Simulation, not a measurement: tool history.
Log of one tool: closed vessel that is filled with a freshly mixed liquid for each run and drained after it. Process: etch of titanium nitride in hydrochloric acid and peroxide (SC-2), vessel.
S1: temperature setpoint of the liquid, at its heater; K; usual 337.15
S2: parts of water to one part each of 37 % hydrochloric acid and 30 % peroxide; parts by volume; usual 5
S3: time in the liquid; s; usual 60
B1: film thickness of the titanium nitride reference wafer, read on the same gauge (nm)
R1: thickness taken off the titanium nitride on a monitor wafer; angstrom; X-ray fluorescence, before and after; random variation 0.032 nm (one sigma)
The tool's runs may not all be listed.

run   hour      S1   S2  S3      B1     R1
  1      0  337.15    4  60  100.02  110.2
  2   14.3  337.15    5  80   99.97  126.3
  3     30  337.15    5  80   99.99  127.8
  4   38.6  337.15    5  80     100  127.6
  5   49.5  337.15    5  60   99.98   95.9
  6   65.8  337.15    5  60  100.02   94.8
      80.2  -- thermometer replaced
  7   82.5  337.15    5  60  100.03   95.5
        83  -- gauge calibrated
  8   92.5  337.15    5  60  100.03   96.1
  9    102  337.15    5  60   99.97   95.2
     114.3  -- chemicals flow meter replaced
 10  120.1  337.15    5  60     100   89.2
 11  128.1  342.15    5  60   99.99  120.4
 12  143.8  337.15    6  60   99.99   78.5
 13    158  337.15    5  60     100   89.1
 14    167  327.65    6  35     100   25.2
 15  175.6  337.15    5  60   99.99   89.4
     179.7  -- new drum of peroxide connected
 16  187.1  345.15  5.5  60   99.99  134.4
 17  195.8  342.15    5  60     100  121.9
 18  204.6  329.65    5  60   99.99   56.2
 19  220.2  345.15    5  40   99.97   96.4
 20  236.6  328.65    5  75   99.99   65.7
 21  252.5  343.65    5  60  100.01  133.7

4 ways to go on from here, each from the tool as it stands after run 21. What would each give?
  A  253.2  337.15    5  95   ?   ?
  B  253.2  343.15    4  60   ?   ?
  C  253.2  332.65    4  50   ?   ?
  D  253.2  328.15  6.5  45   ?   ?

run      B1     R1
  A  100.01  141.7
  B  100.01  149.6
  C  100.01   65.7
  D  100.01   31.4
Without the tool's hidden state the same runs would have given:
run     R1
  A  139.4
  B  147.4
  C   64.7
  D   30.9
